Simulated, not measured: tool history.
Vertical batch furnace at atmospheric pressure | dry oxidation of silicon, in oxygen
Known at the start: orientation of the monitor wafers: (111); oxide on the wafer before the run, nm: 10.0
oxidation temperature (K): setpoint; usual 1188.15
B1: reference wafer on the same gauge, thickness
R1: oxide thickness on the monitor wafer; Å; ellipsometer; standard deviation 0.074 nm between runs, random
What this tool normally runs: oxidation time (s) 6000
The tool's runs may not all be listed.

{"run": 1, "hour": 0.0, "oxidation temperature (K)": 1206.15, "oxidation time (s)": 4530, "B1": 44.91, "R1": 503.9}
{"run": 2, "hour": 27.5, "oxidation temperature (K)": 1206.15, "oxidation time (s)": 4530, "B1": 44.89, "R1": 504.7}
{"run": 3, "hour": 51.9, "oxidation temperature (K)": 1188.15, "oxidation time (s)": 6000, "B1": 44.91, "R1": 520}
{"run": 4, "hour": 63.9, "oxidation temperature (K)": 1188.15, "oxidation time (s)": 6000, "B1": 44.9, "R1": 520.5}
{"run": 5, "hour": 87.7, "oxidation temperature (K)": 1188.15, "oxidation time (s)": 6000, "B1": 44.9, "R1": 520.4}
{"run": 6, "hour": 109.8, "oxidation temperature (K)": 1188.15, "oxidation time (s)": 6000, "B1": 44.89, "R1": 520.2}
{"run": 7, "hour": 126.6, "oxidation temperature (K)": 1188.15, "oxidation time (s)": 6000, "B1": 44.9, "R1": 519.3}
{"run": 8, "hour": 139.7, "oxidation temperature (K)": 1188.15, "oxidation time (s)": 6900, "B1": 44.89, "R1": 567.1}
{"run": 9, "hour": 156.6, "oxidation temperature (K)": 1188.15, "oxidation time (s)": 6000, "B1": 44.88, "R1": 521.5}
{"run": 10, "hour": 184.9, "oxidation temperature (K)": 1188.15, "oxidation time (s)": 6000, "B1": 44.91, "R1": 520.6}
{"run": 11, "hour": 214.4, "oxidation temperature (K)": 1188.15, "oxidation time (s)": 6000, "B1": 44.9, "R1": 520.5}
{"run": 12, "hour": 235.9, "oxidation temperature (K)": 1207.15, "oxidation time (s)": 6000, "B1": 44.89, "R1": 607.6}
{"run": 13, "hour": 266.1, "oxidation temperature (K)": 1195.15, "oxidation time (s)": 6000, "B1": 44.9, "R1": 528}
{"run": 14, "hour": 275.3, "oxidation temperature (K)": 1188.15, "oxidation time (s)": 6000, "B1": 44.9, "R1": 495.9}
{"run": 15, "hour": 346.4, "oxidation temperature (K)": 1188.15, "oxidation time (s)": 6000, "B1": 44.9, "R1": 497.2}
{"run": 16, "hour": 354.9, "oxidation temperature (K)": 1188.15, "oxidation time (s)": 6000, "B1": 44.91, "R1": 496}
{"run": 17, "hour": 388.8, "oxidation temperature (K)": 1205.15, "oxidation time (s)": 3120, "B1": 44.9, "R1": 383.6}
{"run": 18, "hour": 412.3, "oxidation temperature (K)": 1168.15, "oxidation time (s)": 4350, "B1": 44.92, "R1": 344.8}
{"run": 19, "hour": 426.6, "oxidation temperature (K)": 1175.15, "oxidation time (s)": 3780, "B1": 44.89, "R1": 337.2}
{"run": 20, "hour": 445.4, "oxidation temperature (K)": 1168.15, "oxidation time (s)": 8220, "B1": 44.9, "R1": 507.3}
{"run": 21, "hour": 459.1, "oxidation temperature (K)": 1197.15, "oxidation time (s)": 6990, "B1": 44.9, "R1": 596.2}
{"run": 22, "hour": 484.1, "oxidation temperature (K)": 1188.15, "oxidation time (s)": 3240, "B1": 44.91, "R1": 343.1}
{"run": 23, "hour": 505.2, "oxidation temperature (K)": 1188.15, "oxidation time (s)": 6000, "B1": 44.91, "R1": 501.5}

Not shown: 3 entries that the log had between the listed runs. Between which runs, and how does the tool's hidden state differ before and after?
From run 12 to run 13: thermocouples replaced and temperature profile calibrated (hour 265.6)
  true tube temperature minus thermocouple reading, K: 5.65 -> 0.101
  measured result minus the result with no hidden state, R1: +26 -> +0.4 Å
From run 14 to run 15: boat lift adjusted (hour 345.9)
  true tube temperature minus thermocouple reading, K: 0.14 -> 0.434
  measured result minus the result with no hidden state, R1: +0.6 -> +1.9 Å
From run 17 to run 18: gauge calibrated (hour 388.8)
  true tube temperature minus thermocouple reading, K: 0.601 -> 0.691
  measured result minus the result with no hidden state, R1: +1.8 -> +2 Å
